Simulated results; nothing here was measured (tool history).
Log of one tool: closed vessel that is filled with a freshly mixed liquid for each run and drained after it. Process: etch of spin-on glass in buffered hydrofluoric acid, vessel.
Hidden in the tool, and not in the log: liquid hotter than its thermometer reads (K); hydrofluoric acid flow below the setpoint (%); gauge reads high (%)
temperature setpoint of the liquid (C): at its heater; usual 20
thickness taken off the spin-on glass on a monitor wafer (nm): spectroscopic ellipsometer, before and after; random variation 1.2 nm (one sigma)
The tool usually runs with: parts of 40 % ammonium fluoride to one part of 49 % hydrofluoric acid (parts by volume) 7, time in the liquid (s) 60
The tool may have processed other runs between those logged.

run   hour  temperature setpoint of the liquid (C)  parts of 40 % ammonium fluoride to one part of 49 % hydrofluoric acid (parts by volume)  time in the liquid (s)  wafers since the last listed run  hours since the thermometer was replaced  hours since the hydrofluoric acid flow meter was replaced  hours since the gauge calibration  read-back film thickness of the spin-on glass reference wafer, read on the same gauge (nm)  thickness taken off the spin-on glass on a monitor wafer (nm)
  1      0                                      20                                                                                        7                      60                                 0                                      1806                                                     1020.7                               13.1                                                                                       50.01                                                         138.02
  2     11                                      20                                                                                        7                      60                               726                                      1817                                                     1031.7                               24.1                                                                                       49.99                                                         135.39
  3   64.6                                      20                                                                                        7                      60                              3539                                    1870.6                                                     1085.3                               77.7                                                                                       49.99                                                         134.42
  4   74.1                                      20                                                                                        7                      75                               627                                    1880.1                                                     1094.8                               87.2                                                                                       50.01                                                         169.85
     114.3  -- gauge calibrated
  5  119.6                                      20                                                                                        7                      75                              3004                                    1925.6                                                     1140.3                                5.3                                                                                       49.98                                                          171.9
  6  127.3                                      20                                                                                        7                      60                               508                                    1933.3                                                       1148                                 13                                                                                       49.98                                                         137.41
  7  134.7                                      20                                                                                        7                      60                               488                                    1940.7                                                     1155.4                               20.4                                                                                       49.99                                                         135.77
  8  148.3                                      20                                                                                        7                      60                               898                                    1954.3                                                       1169                                 34                                                                                       49.98                                                         135.85
  9  157.6                                      20                                                                                        7                      60                               614                                    1963.6                                                     1178.3                               43.3                                                                                       49.99                                                         137.77
 10  167.5                                      20                                                                                        7                      60                               653                                    1973.5                                                     1188.2                               53.2                                                                                          50                                                         137.43
 11  184.2                                      20                                                                                        7                      80                              1102                                    1990.2                                                     1204.9                               69.9                                                                                       50.01                                                         182.63
 12  194.1                                      20                                                                                        5                      40                               653                                    2000.1                                                     1214.8                               79.8                                                                                       50.01                                                         123.17
     198.1  -- hydrofluoric acid flow meter replaced
 13  201.9                                    21.5                                                                                       10                      60                               449                                    2007.9                                                        3.8                               87.6                                                                                       49.99                                                          104.7
 14  213.4                                    17.5                                                                                        9                      85                               759                                    2019.4                                                       15.3                               99.1                                                                                       50.01                                                         126.22
     223.7  -- thermometer replaced
 15  231.4                                    24.5                                                                                      9.5                      35                              1122                                       7.7                                                       33.3                              117.1                                                                                       49.98                                                          74.23
 16  240.3                                      17                                                                                        5                      30                               587                                      16.6                                                       42.2                                126                                                                                       49.99                                                          78.49
 17  251.6                                      23                                                                                      9.5                      30                               746                                      27.9                                                       53.5                              137.3                                                                                       49.99                                                          58.73
     252.5  -- gauge calibrated
 18    277                                      20                                                                                        7                      60                              1677                                      53.3                                                       78.9                               24.5                                                                                       50.02                                                         134.43
 19  290.6                                      17                                                                                       10                      70                               898                                      66.9                                                       92.5                               38.1                                                                                          50                                                          94.53

Each row is a separate what-if for the run after 19, all from the same tool condition, not one after another. Results?
  A  291.3                                      20                                                                                        7                      60                                46                                      67.6                                                       93.2                               38.8                                                                                           ?                                                              ?
  B  291.3                                    21.5                                                                                      9.5                      85                                46                                      67.6                                                       93.2                               38.8                                                                                           ?                                                              ?
  C  291.3                                      17                                                                                      9.5                      30                                46                                      67.6                                                       93.2                               38.8                                                                                           ?                                                              ?
  D  291.3                                      25                                                                                        5                      60                                46                                      67.6                                                       93.2                               38.8                                                                                           ?                                                              ?
  E  291.3                                      17                                                                                      9.5                      85                                46                                      67.6                                                       93.2                               38.8                                                                                           ?                                                              ?

run  read-back film thickness of the spin-on glass reference wafer, read on the same gauge (nm)  thickness taken off the spin-on glass on a monitor wafer (nm)
  A                                                                                       50.02                                                         137.45
  B                                                                                       50.02                                                         155.86
  C                                                                                       50.02                                                           42.7
  D                                                                                       50.02                                                         241.27
  E                                                                                       50.02                                                            121
With no hidden state in the tool, these same runs would have given:
run  thickness taken off the spin-on glass on a monitor wafer (nm)
  A                                                         137.45
  B                                                         155.86
  C                                                           42.7
  D                                                         241.27
  E                                                            121
